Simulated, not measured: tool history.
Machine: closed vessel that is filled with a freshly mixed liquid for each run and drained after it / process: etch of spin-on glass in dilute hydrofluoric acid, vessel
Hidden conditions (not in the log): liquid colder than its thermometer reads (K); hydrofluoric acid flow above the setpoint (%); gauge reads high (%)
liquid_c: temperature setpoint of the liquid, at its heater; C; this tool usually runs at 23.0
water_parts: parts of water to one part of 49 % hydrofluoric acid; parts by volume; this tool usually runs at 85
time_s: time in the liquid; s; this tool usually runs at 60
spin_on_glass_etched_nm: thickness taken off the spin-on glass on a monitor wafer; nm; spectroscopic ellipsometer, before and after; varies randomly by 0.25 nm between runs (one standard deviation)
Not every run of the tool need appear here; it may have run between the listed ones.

run    hour  liquid_c  water_parts  time_s  wafers since the last listed run  hours since the thermometer was replaced  hours since the hydrofluoric acid flow meter was replaced  hours since the gauge calibration  read-back film thickness of the spin-on glass reference wafer, read on the same gauge (nm)  spin_on_glass_etched_nm
  1     0.0      23.0           85      60                                 0                                     694.0                                                      619.5                             1567.9                                                                                       29.98                    27.07
  2    47.9      23.0           85      60                              3113                                     741.9                                                      667.4                             1615.8                                                                                       30.02                    27.65
  3    91.2      23.0           85      60                              2814                                     785.2                                                      710.7                             1659.1                                                                                       30.00                    28.04
  4   150.2      23.0           85      60                              3835                                     844.2                                                      769.7                             1718.1                                                                                       30.01                    27.48
      176.2  -- gauge calibrated
  5   219.6      23.0           85      60                              4511                                     913.6                                                      839.1                               43.4                                                                                       30.00                    27.84
  6   362.6      23.0           85      60                              9296                                    1056.6                                                      982.1                              186.4                                                                                       29.97                    28.74
  7   416.3      20.0          110      60                              3490                                    1110.3                                                     1035.8                              240.1                                                                                       30.03                    18.95
      423.4  -- hydrofluoric acid flow meter replaced
  8   481.6      23.0           85      60                              4179                                    1175.6                                                       58.2                              305.4                                                                                       29.98                    25.56
  9   550.8      23.0           85      60                              4498                                    1244.8                                                      127.4                              374.6                                                                                       30.00                    26.02
 10   680.3      23.0           85      60                              8418                                    1374.3                                                      256.9                              504.1                                                                                       29.98                    26.14
 11   750.4      23.0           85      60                              4557                                    1444.4                                                      327.0                              574.2                                                                                       29.99                    26.48
 12   821.0      23.0           85      40                              4589                                    1515.0                                                      397.6                              644.8                                                                                       30.00                    18.25
 13   884.6      27.5          120      70                              4134                                    1578.6                                                      461.2                              708.4                                                                                       30.00                    25.49
 14   938.8      19.5           85      70                              3523                                    1632.8                                                      515.4                              762.6                                                                                       29.99                    26.95
 15   978.7      19.5           85      45                              2593                                    1672.7                                                      555.3                              802.5                                                                                       30.01                    17.55
     1006.0  -- thermometer replaced
 16  1014.3      23.0           85      60                              2249                                       8.3                                                      590.9                              838.1                                                                                       30.01                    27.54
 17  1061.8      23.0           85      60                              3087                                      55.8                                                      638.4                              885.6                                                                                       30.03                    28.00
 18  1117.2      23.0           85      35                              3601                                     111.2                                                      693.8                              941.0                                                                                       29.99                    15.82
 19  1162.0      23.0           85      60                              2912                                     156.0                                                      738.6                              985.8                                                                                       29.99                    27.61
 20  1203.7      23.0           85      75                              2710                                     197.7                                                      780.3                             1027.5                                                                                       29.99                    35.04
 21  1271.1      19.5           50      35                              4381                                     265.1                                                      847.7                             1094.9                                                                                       29.99                    24.65
 22  1300.2      23.0          110      60                              1891                                     294.2                                                      876.8                             1124.0                                                                                       30.00                    21.51
 23  1356.9      27.0          100      30                              3685                                     350.9                                                      933.5                             1180.7                                                                                       30.00                    13.99
 24  1384.9      26.0           50      30                              1820                                     378.9                                                      961.5                             1208.7                                                                                       30.00                    28.88
 25  1410.6      23.0           45      60                              1670                                     404.6                                                      987.2                             1234.4                                                                                       30.02                    57.36
 26  1448.4      26.0           70      75                              2457                                     442.4                                                     1025.0                             1272.2                                                                                       29.99                    49.40
 27  1473.1      27.0           85      60                              1605                                     467.1                                                     1049.7                             1296.9                                                                                       30.00                    34.18
 28  1518.6      23.0          120      30                              2957                                     512.6                                                     1095.2                             1342.4                                                                                       29.99                     9.88
     1539.6  -- hydrofluoric acid flow meter replaced
 29  1545.1      27.5          110      30                              1657                                     539.1                                                        5.5                             1368.9                                                                                       29.99                    11.16
 30  1599.0      27.0           85      60                              3503                                     593.0                                                       59.4                             1422.8                                                                                       30.02                    29.64
     1608.3  -- gauge calibrated
 31  1624.3      28.0           55      80                              1644                                     618.3                                                       84.7                               16.0                                                                                       29.98                    67.12
 32  1688.7      23.0           45      60                              4186                                     682.7                                                      149.1                               80.4                                                                                       29.99                    50.86
 33  1741.0      19.0           85      60                              3399                                     735.0                                                      201.4                              132.7                                                                                       29.98                    21.67

A few steps of spin_on_glass_etched_nm between consecutive runs. Split each: what settings, incoming material and random variation would produce without the hidden state, and what is left over for the hidden state, along with gauge scatter present in only one of the two compared results (measured, and without hidden state):
Run 7 -> 8: liquid_c 20.0 -> 23.0, water_parts 110 -> 85, hydrofluoric acid flow meter replaced. spin_on_glass_etched_nm +6.61 nm: hidden state -1.89, all else +8.50.
Run 24 -> 25: liquid_c 26.0 -> 23.0, water_parts 50 -> 45, time_s 30 -> 60. spin_on_glass_etched_nm +28.48 nm: hidden state +3.44, all else +25.04.
Run 27 -> 28: liquid_c 27.0 -> 23.0, water_parts 85 -> 120, time_s 60 -> 30. spin_on_glass_etched_nm -24.30 nm: hidden state -3.12, all else -21.18.
Run 30 -> 31: liquid_c 27.0 -> 28.0, water_parts 85 -> 55, time_s 60 -> 80, gauge calibrated. spin_on_glass_etched_nm +37.48 nm: hidden state +0.59, all else +36.89.
Run 32 -> 33: liquid_c 23.0 -> 19.0, water_parts 45 -> 85. spin_on_glass_etched_nm -29.19 nm: hidden state -0.45, all else -28.74.
